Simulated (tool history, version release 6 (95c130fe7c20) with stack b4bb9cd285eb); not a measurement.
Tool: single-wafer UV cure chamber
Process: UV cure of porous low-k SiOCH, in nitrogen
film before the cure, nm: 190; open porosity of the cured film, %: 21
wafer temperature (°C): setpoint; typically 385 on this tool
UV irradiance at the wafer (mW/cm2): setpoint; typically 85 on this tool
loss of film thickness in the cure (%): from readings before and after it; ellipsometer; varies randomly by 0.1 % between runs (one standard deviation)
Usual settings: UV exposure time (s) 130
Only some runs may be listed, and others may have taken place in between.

run,hour,wafer temperature (°C),UV exposure time (s),UV irradiance at the wafer (mW/cm2),wafers since the last listed run,hours since the UV bulbs were replaced,wafers since the quartz window was cleaned,loss of film thickness in the cure (%)
1,0.0,385,130,85,0,1131.1,1522,7.642
2,31.7,385,130,85,189,1162.8,1711,7.471
3,54.7,385,130,85,137,1185.8,1848,7.576
4,80.5,385,130,85,153,1211.6,2002,7.515
5,104.2,385,165,85,141,1235.3,2143,8.344
6,128.8,385,130,85,146,1259.9,2290,7.645
7,143.5,385,130,85,87,1274.6,2378,7.574
8,173.1,369,130,85,176,1304.2,2554,7.156
9,185.6,369,130,85,74,1316.7,2629,7.188
10,218.0,370,130,85,193,1349.1,2822,7.351
# hour 246.1: UV bulbs replaced
# hour 260.2: quartz window cleaned
11,260.7,385,130,124,159,14.6,2,8.400
12,265.2,385,130,85,26,19.1,29,6.942
13,290.5,385,130,85,150,44.4,180,7.002
14,304.4,372,130,112,82,58.3,263,7.778
# hour 317.7: quartz window cleaned, repeated, since the last time left the tool worse
15,336.1,391,195,106,141,90.0,109,10.454
16,349.1,385,130,85,77,103.0,187,7.820
17,361.5,399,200,112,73,115.4,261,10.972
18,379.3,375,205,85,106,133.2,367,9.295
19,397.5,395,170,66,108,151.4,475,7.888
20,424.4,401,130,53,160,178.3,636,6.228

Predict each of these 4 candidate next runs independently; none follows another, all start after run 20:
A,424.9,377,130,85,2,178.8,639,?
B,424.9,373,130,85,2,178.8,639,?
C,424.9,366,100,124,2,178.8,639,?
D,424.9,404,165,115,2,178.8,639,?

run,loss of film thickness in the cure (%)
A,7.614
B,7.551
C,7.876
D,10.148
Had the tool no hidden state, the same runs would have come out as:
run,loss of film thickness in the cure (%)
A,7.909
B,7.846
C,8.174
D,10.465
